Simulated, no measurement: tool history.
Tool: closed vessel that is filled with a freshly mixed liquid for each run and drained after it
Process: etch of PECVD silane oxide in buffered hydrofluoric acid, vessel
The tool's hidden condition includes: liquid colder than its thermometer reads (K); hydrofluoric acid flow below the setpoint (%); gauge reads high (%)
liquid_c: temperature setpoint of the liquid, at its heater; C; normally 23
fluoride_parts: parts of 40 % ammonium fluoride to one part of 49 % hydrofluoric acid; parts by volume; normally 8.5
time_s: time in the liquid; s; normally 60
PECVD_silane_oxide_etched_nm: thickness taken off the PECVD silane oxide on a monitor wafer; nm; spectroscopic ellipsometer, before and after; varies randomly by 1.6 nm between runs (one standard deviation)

| run | hour | liquid_c | fluoride_parts | time_s | wafers since the last listed run | hours since the thermometer was replaced | hours since the hydrofluoric acid flow meter was replaced | hours since the gauge calibration | read-back film thickness of the PECVD silane oxide reference wafer, read on the same gauge (nm) | PECVD_silane_oxide_etched_nm |
|---|---|---|---|---|---|---|---|---|---|---|
| 1 | 0.0 | 23 | 8.5 | 60 | 0 | 2791.3 | 755.6 | 172.1 | 120.00 | 178.58 |
| 2 | 27.1 | 23 | 8.5 | 60 | 4020 | 2818.4 | 782.7 | 199.2 | 119.98 | 181.20 |
| 3 | 50.0 | 23 | 10.0 | 60 | 3397 | 2841.3 | 805.6 | 222.1 | 119.99 | 154.15 |
| 4 | 70.8 | 23 | 10.0 | 60 | 3085 | 2862.1 | 826.4 | 242.9 | 119.98 | 155.72 |
| 5 | 92.3 | 23 | 8.5 | 40 | 3189 | 2883.6 | 847.9 | 264.4 | 120.06 | 116.70 |
|  | 102.2 | gauge calibrated |
| 6 | 119.3 | 23 | 9.5 | 60 | 4005 | 2910.6 | 874.9 | 17.1 | 119.98 | 161.45 |
| 7 | 143.2 | 23 | 9.5 | 60 | 3545 | 2934.5 | 898.8 | 41.0 | 119.98 | 165.77 |
| 8 | 158.3 | 23 | 9.5 | 60 | 2240 | 2949.6 | 913.9 | 56.1 | 120.03 | 164.03 |
|  | 166.2 | thermometer replaced |
| 9 | 171.3 | 23 | 10.5 | 60 | 1780 | 5.1 | 926.9 | 69.1 | 120.00 | 148.05 |
| 10 | 188.1 | 23 | 10.5 | 60 | 2492 | 21.9 | 943.7 | 85.9 | 120.01 | 147.04 |
| 11 | 203.2 | 25 | 7.5 | 60 | 2240 | 37.0 | 958.8 | 101.0 | 120.01 | 217.33 |
| 12 | 228.0 | 23 | 8.5 | 70 | 3679 | 61.8 | 983.6 | 125.8 | 119.99 | 205.92 |
|  | 229.4 | hydrofluoric acid flow meter replaced |
| 13 | 251.3 | 23 | 5.5 | 60 | 3308 | 85.1 | 21.9 | 149.1 | 120.00 | 293.05 |

For run 14, what comes out?
| 14 | 285.3 | 23 | 8.5 | 30 | 5043 | 119.1 | 55.9 | 183.1 | ? | ? |

{"run 14": {"read-back film thickness of the PECVD silane oxide reference wafer, read on the same gauge (nm)": 120.02, "PECVD_silane_oxide_etched_nm": 97.08}}
Minus the tool's unlogged condition, the same run would have read PECVD_silane_oxide_etched_nm 99.33 nm.
